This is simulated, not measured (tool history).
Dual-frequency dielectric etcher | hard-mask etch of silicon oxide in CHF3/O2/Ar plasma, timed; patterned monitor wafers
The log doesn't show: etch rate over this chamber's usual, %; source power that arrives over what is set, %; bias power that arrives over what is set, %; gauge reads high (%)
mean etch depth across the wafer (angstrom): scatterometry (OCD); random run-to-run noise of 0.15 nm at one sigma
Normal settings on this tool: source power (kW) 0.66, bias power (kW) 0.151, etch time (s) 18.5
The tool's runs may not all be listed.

| run | hour | source power (kW) | bias power (kW) | etch time (s) | wafers since the last listed run | hours since the last wet clean | hours since the last source power generator calibration | hours since the last bias power generator calibration | hours since the last upper electrode change | hours since the gauge calibration | read-back reference wafer on the same gauge, depth_nm | mean etch depth across the wafer (angstrom) |
|---|---|---|---|---|---|---|---|---|---|---|---|---|
| 1 | 0 | 0.66 | 0.151 | 18.5 | 0 | 127 | 3956.1 | 1381.3 | 5585.4 | 509.6 | 33.8 | 358 |
| 2 | 52.7 | 0.66 | 0.151 | 18.5 | 625 | 179.7 | 4008.8 | 1434 | 5638.1 | 562.3 | 33.81 | 358.6 |
| 3 | 102.7 | 0.66 | 0.151 | 18.5 | 593 | 229.7 | 4058.8 | 1484 | 5688.1 | 612.3 | 33.83 | 356.2 |
| 4 | 154.1 | 0.66 | 0.151 | 18.5 | 609 | 281.1 | 4110.2 | 1535.4 | 5739.5 | 663.7 | 33.82 | 359 |
| 5 | 188.7 | 0.66 | 0.151 | 18.5 | 410 | 315.7 | 4144.8 | 1570 | 5774.1 | 698.3 | 33.78 | 358.3 |
| 6 | 236.3 | 0.66 | 0.167 | 18.5 | 564 | 363.3 | 4192.4 | 1617.6 | 5821.7 | 745.9 | 33.72 | 369 |
| 7 | 307.2 | 0.66 | 0.151 | 18.5 | 841 | 434.2 | 4263.3 | 1688.5 | 5892.6 | 816.8 | 33.86 | 360.4 |
|  | 333.9 | gauge calibrated |
| 8 | 345 | 0.7 | 0.151 | 22 | 448 | 472 | 4301.1 | 1726.3 | 5930.4 | 11.1 | 33.78 | 435 |
| 9 | 404.9 | 0.71 | 0.151 | 20.5 | 710 | 531.9 | 4361 | 1786.2 | 5990.3 | 71 | 33.77 | 410.6 |
|  | 458.7 | wet clean of the chamber |
| 10 | 459.2 | 0.52 | 0.151 | 15 | 359 | 0.5 | 4415.3 | 1840.5 | 6044.6 | 125.3 | 33.78 | 260.5 |
|  | 486.4 | upper electrode replaced |
|  | 496.2 | bias power generator calibrated |
| 11 | 502.8 | 0.59 | 0.115 | 17 | 185 | 44.1 | 4458.9 | 6.6 | 16.4 | 168.9 | 33.87 | 286.1 |
|  | 514 | source power generator calibrated |
| 12 | 546 | 0.66 | 0.151 | 18.5 | 465 | 87.3 | 32 | 49.8 | 59.6 | 212.1 | 33.79 | 360.3 |
| 13 | 607.3 | 0.5 | 0.141 | 14.5 | 727 | 148.6 | 93.3 | 111.1 | 120.9 | 273.4 | 33.79 | 240.1 |
| 14 | 640.4 | 0.55 | 0.125 | 18.5 | 392 | 181.7 | 126.4 | 144.2 | 154 | 306.5 | 33.81 | 311.4 |
| 15 | 685.8 | 0.66 | 0.115 | 18.5 | 538 | 227.1 | 171.8 | 189.6 | 199.4 | 351.9 | 33.76 | 333.8 |

4 options for the next run, each taken on its own from the tool as it stands now. Forecast them:
| A | 686.2 | 0.59 | 0.151 | 18.5 | 4 | 227.5 | 172.2 | 190 | 199.8 | 352.3 | ? | ? |
| B | 686.2 | 0.73 | 0.18 | 15 | 4 | 227.5 | 172.2 | 190 | 199.8 | 352.3 | ? | ? |
| C | 686.2 | 0.53 | 0.178 | 22 | 4 | 227.5 | 172.2 | 190 | 199.8 | 352.3 | ? | ? |
| D | 686.2 | 0.7 | 0.187 | 22 | 4 | 227.5 | 172.2 | 190 | 199.8 | 352.3 | ? | ? |

| run | read-back reference wafer on the same gauge, depth_nm | mean etch depth across the wafer (angstrom) |
|---|---|---|
| A | 33.78 | 337.9 |
| B | 33.78 | 318.8 |
| C | 33.78 | 401.3 |
| D | 33.78 | 464.2 |
With no hidden state in the tool, these same runs would have given:
| run | mean etch depth across the wafer (angstrom) |
|---|---|
| A | 337.9 |
| B | 318.8 |
| C | 401.3 |
| D | 464.2 |
